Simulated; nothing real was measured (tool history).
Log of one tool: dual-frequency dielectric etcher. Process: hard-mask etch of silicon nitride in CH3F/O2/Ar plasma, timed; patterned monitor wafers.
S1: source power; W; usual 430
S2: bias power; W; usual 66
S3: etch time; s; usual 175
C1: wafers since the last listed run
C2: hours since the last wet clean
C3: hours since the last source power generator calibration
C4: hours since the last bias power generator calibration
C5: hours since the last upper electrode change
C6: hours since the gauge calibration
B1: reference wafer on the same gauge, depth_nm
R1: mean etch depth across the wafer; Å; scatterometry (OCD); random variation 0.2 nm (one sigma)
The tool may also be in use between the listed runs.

run,hour,S1,S2,S3,C1,C2,C3,C4,C5,C6,B1,R1
1,0,430,66,175,0,144.1,1889.8,2775.6,4605.2,314.9,105,1251
2,24.6,430,66,175,248,168.7,1914.4,2800.2,4629.8,339.5,105,1252
3,48.5,430,66,175,241,192.6,1938.3,2824.1,4653.7,363.4,105,1252
4,61,430,66,175,126,205.1,1950.8,2836.6,4666.2,375.9,105,1250
5,96.7,470,76,175,361,240.8,1986.5,2872.3,4701.9,411.6,105,1339
6,113.8,430,66,175,172,257.9,2003.6,2889.4,4719,428.7,105,1250
7,139.9,430,66,175,264,284,2029.7,2915.5,4745.1,454.8,105,1249
8,159.7,430,66,175,200,303.8,2049.5,2935.3,4764.9,474.6,105,1251
9,181.7,430,66,157,222,325.8,2071.5,2957.3,4786.9,496.6,105,1121
10,206.5,430,66,157,250,350.6,2096.3,2982.1,4811.7,521.4,105,1125
11,235.6,430,66,157,294,379.7,2125.4,3011.2,4840.8,550.5,105,1120
12,248.2,430,66,175,127,392.3,2138,3023.8,4853.4,563.1,105,1250
# hour 265.4: bias power generator calibrated
13,298.1,430,66,175,464,442.2,2187.9,32.7,4903.3,613,105,1246
# hour 299.8: gauge calibrated
14,317,430,75,175,191,461.1,2206.8,51.6,4922.2,17.2,105,1288
15,339.6,430,66,145.5,228,483.7,2229.4,74.2,4944.8,39.8,105,1036
16,353.3,370,52,226,138,497.4,2243.1,87.9,4958.5,53.5,105,1442
17,384.7,430,66,175,317,528.8,2274.5,119.3,4989.9,84.9,105,1251
18,406.8,430,66,175,223,550.9,2296.6,141.4,5012,107,105,1250
# hour 429.6: source power generator calibrated
# hour 432.6: upper electrode replaced
19,437.2,380,72,130.5,236,581.3,7.6,171.8,4.6,137.4,105,931
20,470.1,470,66,175,332,614.2,40.5,204.7,37.5,170.3,105,1327
# hour 510.1: wet clean of the chamber
21,510.6,430,66,175,166,0.5,81,245.2,78,210.8,105,1267
22,525.9,370,66,188.5,154,15.8,96.3,260.5,93.3,226.1,105,1289
23,554.4,480,66,158,288,44.3,124.8,289,121.8,254.6,105,1194
24,576.7,430,66,175,225,66.6,147.1,311.3,144.1,276.9,105,1270
25,601.4,430,66,175,249,91.3,171.8,336,168.8,301.6,105,1271
26,620,430,60,144,188,109.9,190.4,354.6,187.4,320.2,105,1024
27,648,320,72,145,283,137.9,218.4,382.6,215.4,348.2,105,963
28,662.9,470,61,175,150,152.8,233.3,397.5,230.3,363.1,105,1296
29,675.5,350,71,209.5,127,165.4,245.9,410.1,242.9,375.7,105,1431
30,706.1,430,66,175,309,196,276.5,440.7,273.5,406.3,105,1274

4 ways to go on from here, each from the tool as it stands after run 30. What would each give?
A,706.6,430,66,175,5,196.5,277,441.2,274,406.8,?,?
B,706.6,520,78,175,5,196.5,277,441.2,274,406.8,?,?
C,706.6,430,73,175,5,196.5,277,441.2,274,406.8,?,?
D,706.6,350,66,151,5,196.5,277,441.2,274,406.8,?,?

run,B1,R1
A,105,1270
B,105,1421
C,105,1301
D,105,1014
Without the tool's hidden state the same runs would have given:
run,R1
A,1266
B,1416
C,1297
D,1011
